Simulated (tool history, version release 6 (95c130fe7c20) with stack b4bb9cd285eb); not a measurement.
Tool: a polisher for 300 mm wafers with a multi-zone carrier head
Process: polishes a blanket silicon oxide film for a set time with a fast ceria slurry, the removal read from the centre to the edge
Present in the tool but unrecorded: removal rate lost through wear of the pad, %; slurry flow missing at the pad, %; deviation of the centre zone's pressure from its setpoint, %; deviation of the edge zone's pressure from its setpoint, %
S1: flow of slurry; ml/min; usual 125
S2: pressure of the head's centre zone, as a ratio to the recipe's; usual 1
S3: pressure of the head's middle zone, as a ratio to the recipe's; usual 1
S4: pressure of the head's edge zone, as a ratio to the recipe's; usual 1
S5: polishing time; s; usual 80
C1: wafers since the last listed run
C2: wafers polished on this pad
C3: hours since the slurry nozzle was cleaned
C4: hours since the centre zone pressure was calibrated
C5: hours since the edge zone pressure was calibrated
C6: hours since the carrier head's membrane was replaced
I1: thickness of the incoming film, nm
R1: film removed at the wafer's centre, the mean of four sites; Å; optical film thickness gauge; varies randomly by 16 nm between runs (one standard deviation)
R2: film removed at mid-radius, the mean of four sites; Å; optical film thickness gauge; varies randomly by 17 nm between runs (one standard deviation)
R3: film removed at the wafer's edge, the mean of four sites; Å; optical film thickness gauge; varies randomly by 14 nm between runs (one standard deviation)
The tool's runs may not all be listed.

run     day   S1    S2    S3    S4   S5  C1   C2     C3      C4     C5     C6      I1     R1     R2     R3
  1       0  125     1     1     1   86   0  651  160.8  1133.8  758.9  916.4  3564.4  14685  14420  14833
      0.288  -- worn pad replaced by a new one
  2   0.533  125     1     1     1   80  45   30  173.6  1146.6  771.7  929.2  3514.9  13803  13313  13941
  3   1.188  125     1     1     1   80  81  112  189.3  1162.3  787.4  944.9  3550.4  13612  13522  13796
  4   1.612  125     1     1     1   80  53  165  199.5  1172.5  797.6  955.1  3465.2  13553  13319  13606
      1.958  -- slurry nozzle cleaned
  5   2.358  125     1     1     1   87  87  253    9.6  1190.4  815.5    973  3510.4  14834  14575  15024
  6   2.912  125     1     1     1   80  69  322   22.9  1203.7  828.8  986.3  3516.9  13612  13412  13928
      3.617  -- carrier head's membrane replaced by a new one
  7   3.638   90     1     1  0.95   80  64  386   40.3  1221.1  846.2    0.5  3571.8  12411  12140  12670
  8   3.858  155  0.89     1     1   73  27  414   45.6  1226.4  851.5    5.8  3563.1  11846  12727  13031
      4.212  -- edge zone pressure recalibrated
  9   4.254  155  0.92  1.11     1   58  39  453   55.1  1235.9      1   15.3  3513.6   9537  10921  10363
 10   4.683  145  1.09     1     1   54  53  507   65.4  1246.2   11.3   25.6  3533.9  10581   9264   9587
 11   5.167  125     1     1     1   80  60  567     77  1257.8   22.9   37.2  3577.9  13583  13535  13654
      5.408  -- worn pad replaced by a new one
 12   5.854  140  0.95     1     1   80  65   55   93.5  1274.3   39.4   53.7  3571.8  13159  13377  14149
 13    6.15  125     1     1     1   80  36   92  100.6  1281.4   46.5   60.8  3536.2  13378  13355  13660
 14   6.888  145     1     1     1   97  92  184  118.3  1299.1   64.2   78.5  3579.4  17072  16682  17164
      7.188  -- centre zone pressure recalibrated
 15   7.329  105  1.12     1     1   80  44  229  128.9     3.4   74.8   89.1  3538.1  14605  12488  13661
 16   7.908  125     1     1  1.07   80  72  301  142.8    17.3   88.7    103  3569.2  13522  13260  14419
 17   8.279  125     1     1     1   80  46  348  151.7    26.2   97.6  111.9  3508.8  13568  13155  13822
 18   8.992  110     1     1     1  107  88  437  168.8    43.3  114.7    129  3587.2  17435  16991  17712
 19   9.388  125     1  0.95     1  107  49  486  178.3    52.8  124.2  138.5  3522.4  18125  16884  18501
      9.779  -- worn pad replaced by a new one
 20     9.8  125     1     1  0.91   59  30    2  188.2    62.7  134.1  148.4  3507.3   9994   9948   9786
 21  10.142  145  1.06   1.1     1   80  42   45  196.4    70.9  142.3  156.6    3521  14862  15045  14030
 22  10.471  110     1  0.88     1   90  41   86  204.3    78.8  150.2  164.5  3573.9  14459  13072  15085

Consider 4 possible next runs. They are alternatives, not a sequence: every one starts from the tool as it was left by run 22. What does each give?
  A  10.492  125     1    1     1  80   2  88  204.8  79.3  150.7  165  3582.2   ?   ?   ?
  B  10.492  125  1.09    1     1  93   2  88  204.8  79.3  150.7  165  3582.2   ?   ?   ?
  C  10.492  145     1    1  1.09  80   2  88  204.8  79.3  150.7  165  3582.2   ?   ?   ?
  D  10.492  125  1.09  1.1  1.04  80   2  88  204.8  79.3  150.7  165  3582.2   ?   ?   ?

run     R1     R2     R3
  A  13717  13205  13760
  B  17392  15344  15996
  C  14260  13666  14478
  D  14971  14313  13905
Stripped of hidden state, with their random variation kept, the same runs would have yielded:
run     R1     R2     R3
  A  13717  13205  13760
  B  17392  15344  15996
  C  14260  13666  14478
  D  14971  14313  13905
